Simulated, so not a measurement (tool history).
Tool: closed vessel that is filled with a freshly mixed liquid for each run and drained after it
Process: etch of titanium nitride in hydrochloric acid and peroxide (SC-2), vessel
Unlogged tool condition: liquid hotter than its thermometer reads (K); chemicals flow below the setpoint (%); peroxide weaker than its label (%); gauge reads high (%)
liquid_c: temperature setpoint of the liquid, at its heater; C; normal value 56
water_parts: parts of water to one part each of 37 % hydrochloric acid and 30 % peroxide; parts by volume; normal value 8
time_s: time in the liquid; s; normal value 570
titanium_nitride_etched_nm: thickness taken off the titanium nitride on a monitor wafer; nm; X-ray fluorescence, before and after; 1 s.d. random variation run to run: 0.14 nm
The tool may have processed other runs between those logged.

run	hour	liquid_c	water_parts	time_s	wafers since the last listed run	hours since the thermometer was replaced	hours since the chemicals flow meter was replaced	hours since the drum of peroxide was connected	hours since the gauge calibration	read-back film thickness of the titanium nitride reference wafer, read on the same gauge (nm)	titanium_nitride_etched_nm
1	0	56	8	570	0	818.8	1437.1	582.9	403.4	30.02	21.38
# hour 14: gauge calibrated
2	19.4	56	8	570	1505	838.2	1456.5	602.3	5.4	29.99	21.15
3	32.6	56	8	570	1024	851.4	1469.7	615.5	18.6	30	21.09
4	66.1	56	8	570	2599	884.9	1503.2	649	52.1	29.97	20.99
5	86.4	56	8	570	1575	905.2	1523.5	669.3	72.4	30	21.19
6	117.9	56	8	720	2444	936.7	1555	700.8	103.9	29.95	26.74
7	141.4	56	8	720	1823	960.2	1578.5	724.3	127.4	30.03	26.72
8	167.8	56	8	790	2048	986.6	1604.9	750.7	153.8	30.01	28.97
9	192.5	56	8	790	1916	1011.3	1629.6	775.4	178.5	30.01	29.06
10	209.8	62.5	8	570	1342	1028.6	1646.9	792.7	195.8	29.97	31.64
11	238.2	62.5	8	570	2203	1057	1675.3	821.1	224.2	30.01	31.5
12	263.4	62.5	8	570	1955	1082.2	1700.5	846.3	249.4	29.98	31.34
13	294.8	56	8	570	2436	1113.6	1731.9	877.7	280.8	30.02	21.07
14	324.4	61.5	11	570	2297	1143.2	1761.5	907.3	310.4	29.98	22.67
15	343.5	56	8	570	1482	1162.3	1780.6	926.4	329.5	30.01	20.72
16	358.4	60.5	9.5	815	1156	1177.2	1795.5	941.3	344.4	30.01	34.03
# hour 382.4: new drum of peroxide connected
# hour 391.6: thermometer replaced
17	421.5	56	5.5	480	4741	29.9	1858.6	39.1	407.5	30.02	23.56
18	442.7	59	5	570	1645	51.1	1879.8	60.3	428.7	29.99	36.2
# hour 450.9: chemicals flow meter replaced
19	454.9	56	8	570	869	63.3	4	72.5	440.9	30.01	23.01
# hour 479.1: gauge calibrated
20	484.4	56	9	900	2289	92.8	33.5	102	5.3	30.02	33.08
21	503.4	56	4.5	570	1474	111.8	52.5	121	24.3	29.99	35.49
22	524.1	63	4.5	570	1606	132.5	73.2	141.7	45	29.99	55.48
23	558	56	8	570	2630	166.4	107.1	175.6	78.9	30	22.9
24	588.1	51.5	11.5	855	2335	196.5	137.2	205.7	109	30	19.06
25	601.2	51.5	5	685	1016	209.6	150.3	218.8	122.1	30.01	29.32
26	628.9	64	8	570	2149	237.3	178	246.5	149.8	30	37.62

Consider 4 possible next runs. They are alternatives, not a sequence: every one starts from the tool as it was left by run 26. What does each give?
A	629.7	56	8	570	62	238.1	178.8	247.3	150.6	?	?
B	629.7	61	6.5	810	62	238.1	178.8	247.3	150.6	?	?
C	629.7	50	8	570	62	238.1	178.8	247.3	150.6	?	?
D	629.7	47.5	10	570	62	238.1	178.8	247.3	150.6	?	?

run	read-back film thickness of the titanium nitride reference wafer, read on the same gauge (nm)	titanium_nitride_etched_nm
A	29.99	22.89
B	29.99	52.55
C	29.99	15.46
D	29.99	10.88
With no hidden state in the tool, these same runs would have given:
run	titanium_nitride_etched_nm
A	23.13
B	53.07
C	15.62
D	11
